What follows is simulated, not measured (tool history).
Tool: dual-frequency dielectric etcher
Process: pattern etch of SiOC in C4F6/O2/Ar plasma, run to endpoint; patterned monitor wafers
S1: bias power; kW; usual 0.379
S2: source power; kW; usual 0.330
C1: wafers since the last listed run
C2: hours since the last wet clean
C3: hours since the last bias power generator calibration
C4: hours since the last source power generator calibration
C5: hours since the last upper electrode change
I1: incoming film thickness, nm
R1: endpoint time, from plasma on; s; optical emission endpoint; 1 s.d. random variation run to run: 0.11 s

run 1 day=0.000 | S1=0.379 S2=0.380 | C1=0 C2=547.8 C3=4883.1 C4=3847.9 C5=2105.3 | I1=39.35 | R1=13.9
run 2 day=0.450 | S1=0.379 S2=0.380 | C1=235 C2=558.6 C3=4893.9 C4=3858.7 C5=2116.1 | I1=39.59 | R1=14.0
run 3 day=0.829 | S1=0.379 S2=0.330 | C1=198 C2=567.7 C3=4903.0 C4=3867.8 C5=2125.2 | I1=39.36 | R1=15.0
run 4 day=1.479 | S1=0.379 S2=0.330 | C1=340 C2=583.3 C3=4918.6 C4=3883.4 C5=2140.8 | I1=39.23 | R1=14.8
run 5 day=2.183 | S1=0.321 S2=0.330 | C1=368 C2=600.2 C3=4935.5 C4=3900.3 C5=2157.7 | I1=39.19 | R1=16.1
run 6 day=2.892 | S1=0.321 S2=0.330 | C1=370 C2=617.2 C3=4952.5 C4=3917.3 C5=2174.7 | I1=39.53 | R1=16.2
-- day=4.012 wet clean of the chamber
run 7 day=4.033 | S1=0.309 S2=0.330 | C1=74 C2=0.5 C3=4979.9 C4=3944.7 C5=2202.1 | I1=39.40 | R1=16.4
run 8 day=4.079 | S1=0.309 S2=0.330 | C1=24 C2=1.6 C3=4981.0 C4=3945.8 C5=2203.2 | I1=39.33 | R1=16.3
-- day=4.421 source power generator calibrated
run 9 day=4.442 | S1=0.379 S2=0.330 | C1=102 C2=10.3 C3=4989.7 C4=0.5 C5=2211.9 | I1=39.58 | R1=14.9
run 10 day=4.712 | S1=0.379 S2=0.270 | C1=141 C2=16.8 C3=4996.2 C4=7.0 C5=2218.4 | I1=39.89 | R1=17.2
run 11 day=5.008 | S1=0.379 S2=0.330 | C1=154 C2=23.9 C3=5003.3 C4=14.1 C5=2225.5 | I1=39.11 | R1=14.8
-- day=5.933 bias power generator calibrated
-- day=6.121 upper electrode replaced
run 12 day=6.142 | S1=0.303 S2=0.360 | C1=409 C2=51.1 C3=5.0 C4=41.3 C5=0.5 | I1=39.00 | R1=15.4
run 13 day=6.154 | S1=0.379 S2=0.350 | C1=6 C2=51.4 C3=5.3 C4=41.6 C5=0.8 | I1=39.51 | R1=14.3

For run 14, what comes out?
run 14 day=6.746 | S1=0.428 S2=0.310 | C1=309 C2=65.6 C3=19.5 C4=55.8 C5=15.0 | I1=39.40 | R1=?

R1: 14.9 s
Take away the tool's hidden state, keep the run-to-run variation as it was, and the same run would have given R1 14.9 s.
